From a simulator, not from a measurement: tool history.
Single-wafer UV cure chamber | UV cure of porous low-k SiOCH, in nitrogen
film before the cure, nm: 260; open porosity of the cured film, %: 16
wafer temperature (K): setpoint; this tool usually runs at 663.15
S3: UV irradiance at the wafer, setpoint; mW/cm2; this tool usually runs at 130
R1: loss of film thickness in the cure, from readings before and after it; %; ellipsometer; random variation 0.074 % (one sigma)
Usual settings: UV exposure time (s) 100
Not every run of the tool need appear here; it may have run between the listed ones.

run 1 hour=0.0 | wafer_temperature_(K)=663.15 UV_exposure_time_(s)=100 S3=130 | R1=6.186
run 2 hour=9.1 | wafer_temperature_(K)=663.15 UV_exposure_time_(s)=100 S3=130 | R1=6.076
run 3 hour=15.9 | wafer_temperature_(K)=663.15 UV_exposure_time_(s)=100 S3=130 | R1=6.072
run 4 hour=27.5 | wafer_temperature_(K)=663.15 UV_exposure_time_(s)=100 S3=130 | R1=6.082
run 5 hour=39.2 | wafer_temperature_(K)=663.15 UV_exposure_time_(s)=100 S3=140 | R1=6.359
run 6 hour=56.7 | wafer_temperature_(K)=663.15 UV_exposure_time_(s)=100 S3=140 | R1=6.173
run 7 hour=68.7 | wafer_temperature_(K)=663.15 UV_exposure_time_(s)=100 S3=140 | R1=6.178
run 8 hour=78.8 | wafer_temperature_(K)=663.15 UV_exposure_time_(s)=100 S3=130 | R1=5.791
run 9 hour=95.3 | wafer_temperature_(K)=663.15 UV_exposure_time_(s)=100 S3=130 | R1=5.814
-- hour=109.6 UV bulbs replaced
run 10 hour=110.1 | wafer_temperature_(K)=663.15 UV_exposure_time_(s)=100 S3=119 | R1=7.589
run 11 hour=122.3 | wafer_temperature_(K)=663.15 UV_exposure_time_(s)=100 S3=119 | R1=7.618
run 12 hour=132.3 | wafer_temperature_(K)=663.15 UV_exposure_time_(s)=85 S3=164 | R1=8.090
-- hour=141.5 quartz window cleaned
run 13 hour=142.0 | wafer_temperature_(K)=663.15 UV_exposure_time_(s)=100 S3=130 | R1=7.771
run 14 hour=154.5 | wafer_temperature_(K)=663.15 UV_exposure_time_(s)=100 S3=130 | R1=7.771
run 15 hour=166.2 | wafer_temperature_(K)=644.15 UV_exposure_time_(s)=55 S3=115 | R1=4.988
run 16 hour=182.8 | wafer_temperature_(K)=678.15 UV_exposure_time_(s)=135 S3=97 | R1=8.112
run 17 hour=194.8 | wafer_temperature_(K)=663.15 UV_exposure_time_(s)=100 S3=130 | R1=7.907
run 18 hour=210.0 | wafer_temperature_(K)=679.15 UV_exposure_time_(s)=50 S3=97 | R1=4.736
run 19 hour=219.5 | wafer_temperature_(K)=653.15 UV_exposure_time_(s)=120 S3=92 | R1=7.157
run 20 hour=236.3 | wafer_temperature_(K)=672.15 UV_exposure_time_(s)=100 S3=148 | R1=8.369
run 21 hour=249.6 | wafer_temperature_(K)=663.15 UV_exposure_time_(s)=75 S3=130 | R1=6.860
run 22 hour=258.7 | wafer_temperature_(K)=651.15 UV_exposure_time_(s)=100 S3=130 | R1=7.722

Predict each of these 5 candidate next runs independently; none follows another, all start after run 22:
run A hour=259.2 | wafer_temperature_(K)=663.15 UV_exposure_time_(s)=100 S3=130 | R1=?
run B hour=259.2 | wafer_temperature_(K)=674.15 UV_exposure_time_(s)=45 S3=130 | R1=?
run C hour=259.2 | wafer_temperature_(K)=663.15 UV_exposure_time_(s)=100 S3=168 | R1=?
run D hour=259.2 | wafer_temperature_(K)=645.15 UV_exposure_time_(s)=45 S3=143 | R1=?
run E hour=259.2 | wafer_temperature_(K)=675.15 UV_exposure_time_(s)=140 S3=104 | R1=?

run=A R1=7.821
run=B R1=5.150
run=C R1=8.801
run=D R1=5.082
run=E R1=8.429
Stripped of hidden state, with their random variation kept, the same runs would have yielded:
run=A R1=7.987
run=B R1=5.294
run=C R1=8.973
run=D R1=5.226
run=E R1=8.598

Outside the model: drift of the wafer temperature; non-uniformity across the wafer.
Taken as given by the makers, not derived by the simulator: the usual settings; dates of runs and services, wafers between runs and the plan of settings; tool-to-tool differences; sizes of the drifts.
